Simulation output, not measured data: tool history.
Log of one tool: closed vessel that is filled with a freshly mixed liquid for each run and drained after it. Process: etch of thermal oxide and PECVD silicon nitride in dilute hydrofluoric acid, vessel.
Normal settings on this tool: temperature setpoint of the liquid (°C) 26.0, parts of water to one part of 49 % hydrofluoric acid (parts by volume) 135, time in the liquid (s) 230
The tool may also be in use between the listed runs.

| run | hour | temperature setpoint of the liquid (°C) | parts of water to one part of 49 % hydrofluoric acid (parts by volume) | time in the liquid (s) | wafers since the last listed run | hours since the thermometer was replaced | hours since the hydrofluoric acid flow meter was replaced | hours since the gauge calibration | read-back film thickness of the thermal oxide reference wafer, read on the same gauge (nm) | read-back film thickness of the PECVD silicon nitride reference wafer, read on the same gauge (nm) | thickness taken off the thermal oxide on a monitor wafer (angstrom) | thickness taken off the PECVD silicon nitride on a monitor wafer (angstrom) |
|---|---|---|---|---|---|---|---|---|---|---|---|---|
| 1 | 0.0 | 28.5 | 135 | 230 | 0 | 1521.5 | 1469.1 | 673.4 | 119.99 | 50.022 | 84.3 | 37.21 |
| 2 | 64.1 | 28.5 | 135 | 230 | 7493 | 1585.6 | 1533.2 | 737.5 | 119.97 | 50.004 | 85.4 | 36.75 |
|  | 103.7 | gauge calibrated |
| 3 | 121.3 | 28.5 | 135 | 230 | 6686 | 1642.8 | 1590.4 | 17.6 | 120.00 | 49.969 | 83.5 | 37.91 |
| 4 | 170.7 | 26.0 | 135 | 230 | 5774 | 1692.2 | 1639.8 | 67.0 | 120.02 | 50.013 | 77.2 | 32.17 |
| 5 | 208.2 | 22.0 | 85 | 230 | 4383 | 1729.7 | 1677.3 | 104.5 | 120.01 | 49.998 | 110.5 | 39.64 |
| 6 | 274.4 | 22.0 | 85 | 230 | 7738 | 1795.9 | 1743.5 | 170.7 | 119.99 | 49.984 | 112.9 | 39.17 |
| 7 | 331.6 | 22.0 | 85 | 230 | 6686 | 1853.1 | 1800.7 | 227.9 | 120.00 | 49.980 | 111.5 | 39.52 |
| 8 | 355.8 | 26.0 | 135 | 230 | 2828 | 1877.3 | 1824.9 | 252.1 | 119.99 | 50.002 | 75.8 | 31.97 |
| 9 | 541.8 | 26.0 | 135 | 230 | 21743 | 2063.3 | 2010.9 | 438.1 | 120.02 | 50.004 | 77.0 | 32.36 |
| 10 | 576.8 | 24.5 | 135 | 230 | 4091 | 2098.3 | 2045.9 | 473.1 | 120.00 | 49.999 | 72.8 | 29.48 |
| 11 | 691.9 | 26.0 | 100 | 155 | 13455 | 2213.4 | 2161.0 | 588.2 | 120.02 | 49.980 | 74.1 | 29.44 |
|  | 725.4 | thermometer replaced |
| 12 | 754.7 | 26.0 | 135 | 230 | 7224 | 29.3 | 2223.8 | 651.0 | 120.03 | 50.049 | 70.4 | 27.94 |
| 13 | 781.3 | 26.0 | 205 | 370 | 3109 | 55.9 | 2250.4 | 677.6 | 119.99 | 49.984 | 68.4 | 29.54 |
| 14 | 840.7 | 27.5 | 160 | 290 | 6943 | 115.3 | 2309.8 | 737.0 | 120.00 | 49.991 | 76.7 | 32.66 |
| 15 | 884.2 | 26.0 | 105 | 230 | 5085 | 158.8 | 2353.3 | 780.5 | 119.99 | 50.010 | 94.5 | 36.08 |
|  | 914.3 | gauge calibrated |
|  | 917.0 | hydrofluoric acid flow meter replaced |
| 16 | 985.4 | 26.0 | 135 | 230 | 11713 | 260.0 | 68.4 | 71.1 | 120.00 | 49.970 | 76.6 | 30.59 |
| 17 | 1045.3 | 23.5 | 105 | 365 | 7002 | 319.9 | 128.3 | 131.0 | 120.00 | 49.978 | 146.5 | 52.42 |
| 18 | 1092.3 | 23.0 | 155 | 230 | 5494 | 366.9 | 175.3 | 178.0 | 120.01 | 49.975 | 57.9 | 21.97 |
| 19 | 1126.5 | 26.0 | 135 | 230 | 3997 | 401.1 | 209.5 | 212.2 | 120.00 | 50.012 | 76.6 | 30.56 |
| 20 | 1168.3 | 21.5 | 170 | 335 | 4886 | 442.9 | 251.3 | 254.0 | 120.01 | 50.000 | 72.0 | 26.71 |
| 21 | 1220.3 | 21.5 | 170 | 230 | 6078 | 494.9 | 303.3 | 306.0 | 120.00 | 50.044 | 48.1 | 18.27 |

Consider 4 possible next runs. They are alternatives, not a sequence: every one starts from the tool as it was left by run 21. What does each give?
| A | 1221.0 | 22.0 | 135 | 230 | 81 | 495.6 | 304.0 | 306.7 | ? | ? | ? | ? |
| B | 1221.0 | 23.0 | 90 | 185 | 81 | 495.6 | 304.0 | 306.7 | ? | ? | ? | ? |
| C | 1221.0 | 26.0 | 135 | 330 | 81 | 495.6 | 304.0 | 306.7 | ? | ? | ? | ? |
| D | 1221.0 | 26.0 | 135 | 180 | 81 | 495.6 | 304.0 | 306.7 | ? | ? | ? | ? |

| run | read-back film thickness of the thermal oxide reference wafer, read on the same gauge (nm) | read-back film thickness of the PECVD silicon nitride reference wafer, read on the same gauge (nm) | thickness taken off the thermal oxide on a monitor wafer (angstrom) | thickness taken off the PECVD silicon nitride on a monitor wafer (angstrom) |
|---|---|---|---|---|
| A | 119.99 | 49.968 | 66.2 | 23.56 |
| B | 119.99 | 49.968 | 87.8 | 30.18 |
| C | 119.99 | 49.968 | 110.8 | 43.75 |
| D | 119.99 | 49.968 | 60.4 | 23.86 |
With no hidden state in the tool, these same runs would have given:
| run | thickness taken off the thermal oxide on a monitor wafer (angstrom) | thickness taken off the PECVD silicon nitride on a monitor wafer (angstrom) |
|---|---|---|
| A | 67.0 | 23.39 |
| B | 88.7 | 29.95 |
| C | 112.3 | 43.51 |
| D | 61.2 | 23.73 |

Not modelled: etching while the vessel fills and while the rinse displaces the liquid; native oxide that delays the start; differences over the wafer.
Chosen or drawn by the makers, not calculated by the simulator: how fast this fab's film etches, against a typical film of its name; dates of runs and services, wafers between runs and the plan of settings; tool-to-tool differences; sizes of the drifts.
